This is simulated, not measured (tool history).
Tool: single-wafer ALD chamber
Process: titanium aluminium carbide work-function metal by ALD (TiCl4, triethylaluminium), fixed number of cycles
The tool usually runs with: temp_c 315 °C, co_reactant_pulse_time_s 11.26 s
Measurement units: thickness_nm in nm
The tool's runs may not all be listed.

run,day,temp_c,co_reactant_pulse_time_s,"read-back reference wafer on the same gauge, thickness_nm",thickness_nm
1,0.000,315,11.26,2.380,2.263
2,0.279,322,11.26,2.380,2.324
3,0.600,325,11.26,2.381,2.360
4,1.033,315,7.97,2.380,2.227
5,1.292,315,7.97,2.380,2.219
6,1.654,315,11.26,2.381,2.248
7,2.125,315,11.26,2.382,2.258
8,2.492,315,11.26,2.378,2.253
9,3.021,315,11.26,2.380,2.261
10,3.346,315,11.26,2.380,2.261
11,3.638,315,8.69,2.380,2.235
12,4.017,315,8.69,2.381,2.233
# day 4.650: triethylaluminium bottle replaced
13,4.671,315,8.69,2.381,2.242
14,5.225,315,11.26,2.381,2.267
# day 5.775: gauge calibrated
15,5.871,315,11.26,2.381,2.267
16,6.338,315,11.26,2.379,2.262
17,6.829,315,11.26,2.381,2.277
18,7.483,315,7.61,2.381,2.206
19,7.883,310,7.54,2.378,2.171
20,8.304,315,11.26,2.380,2.273
# day 9.004: showerhead replaced
21,9.025,323,9.33,2.381,2.335
22,9.500,323,8.22,2.381,2.318
23,10.083,319,9.07,2.381,2.287

Expected results for the next run?
24,10.500,315,11.26,?,?

{"run 24": {"read-back reference wafer on the same gauge, thickness_nm": 2.38, "thickness_nm": 2.28}}
Were there no unlogged condition in the tool, this run, its random variation unchanged, would have produced thickness_nm 2.221 nm.
